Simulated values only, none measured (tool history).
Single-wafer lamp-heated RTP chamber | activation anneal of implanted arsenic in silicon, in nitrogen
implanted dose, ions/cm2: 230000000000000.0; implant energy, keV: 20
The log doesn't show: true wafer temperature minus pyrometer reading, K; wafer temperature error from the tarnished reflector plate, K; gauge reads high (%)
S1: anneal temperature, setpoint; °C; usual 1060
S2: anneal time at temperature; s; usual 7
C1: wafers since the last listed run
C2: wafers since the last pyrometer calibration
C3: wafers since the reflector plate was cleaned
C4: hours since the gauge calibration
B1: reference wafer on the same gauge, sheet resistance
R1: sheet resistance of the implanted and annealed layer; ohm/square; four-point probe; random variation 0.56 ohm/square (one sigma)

run,day,S1,S2,C1,C2,C3,C4,B1,R1
1,0,1060,7,0,5032,2832,33,411.59,372.48
2,1.396,1043,7,530,5563,3362,66.5,411.79,374.55
3,2.6,1043,7,457,6021,3820,95.4,411.98,374.39
4,3.638,1060,7,394,6415,4215,120.3,412.23,374.26
5,6.633,1060,7,1138,7554,5354,192.2,412.84,374.34
# day 8.538: reflector plate cleaned
6,8.75,1060,7,677,8232,81,243,413.37,375.51
7,9.862,1060,8,422,8655,504,269.7,413.61,374.62
8,11.25,1060,8,527,9183,1031,303,413.86,373.73
# day 11.838: pyrometer window cleaned and pyrometer calibrated
9,13.562,1060,8,752,655,1784,358.5,414.3,374.97
10,15.025,1060,7,555,1211,2340,393.6,414.54,376.73
11,17.421,1060,7,910,2122,3251,451.1,415.05,377.37
12,19.992,1050,7,977,3099,4228,512.8,415.53,377.26
13,21.338,1083,7,511,3611,4740,545.1,415.82,374
# day 21.992: gauge calibrated
# day 25.671: reflector plate cleaned
14,29.608,1060,7,3017,6629,1496,182.8,412.32,372.94
# day 32.004: pyrometer window cleaned and pyrometer calibrated
15,32.438,1080,7,948,164,2445,250.7,412.96,371.58
16,35.196,1085,6,1048,1213,3494,316.9,413.52,373.3
17,36.954,1060,7,668,1881,4162,359.1,413.8,375.28
18,38.9,1060,7,739,2621,4902,405.8,414.17,375.11
19,42.054,1073,7,1199,3820,6101,481.5,414.97,374.2
20,43.554,1035,3,570,4390,6671,517.5,415.3,381.54
# day 44.6: reflector plate cleaned
21,45.054,1060,5,443,4834,172,553.5,415.59,379
22,46.612,1090,4,592,5426,765,590.9,415.79,376.84
23,48.55,1060,7,736,6163,1501,637.4,416.2,376.97

The same runs without the tool's hidden state, with the same run-to-run variation:
run,R1
1,372.02
2,373.83
3,373.44
4,373.12
5,372.64
6,373.42
7,372.33
8,371.19
9,372
10,373.47
11,373.66
12,373.08
13,369.61
14,371.71
15,369.83
16,371.04
17,372.68
18,372.15
19,370.67
20,377.66
21,374.87
22,372.44
23,372.22

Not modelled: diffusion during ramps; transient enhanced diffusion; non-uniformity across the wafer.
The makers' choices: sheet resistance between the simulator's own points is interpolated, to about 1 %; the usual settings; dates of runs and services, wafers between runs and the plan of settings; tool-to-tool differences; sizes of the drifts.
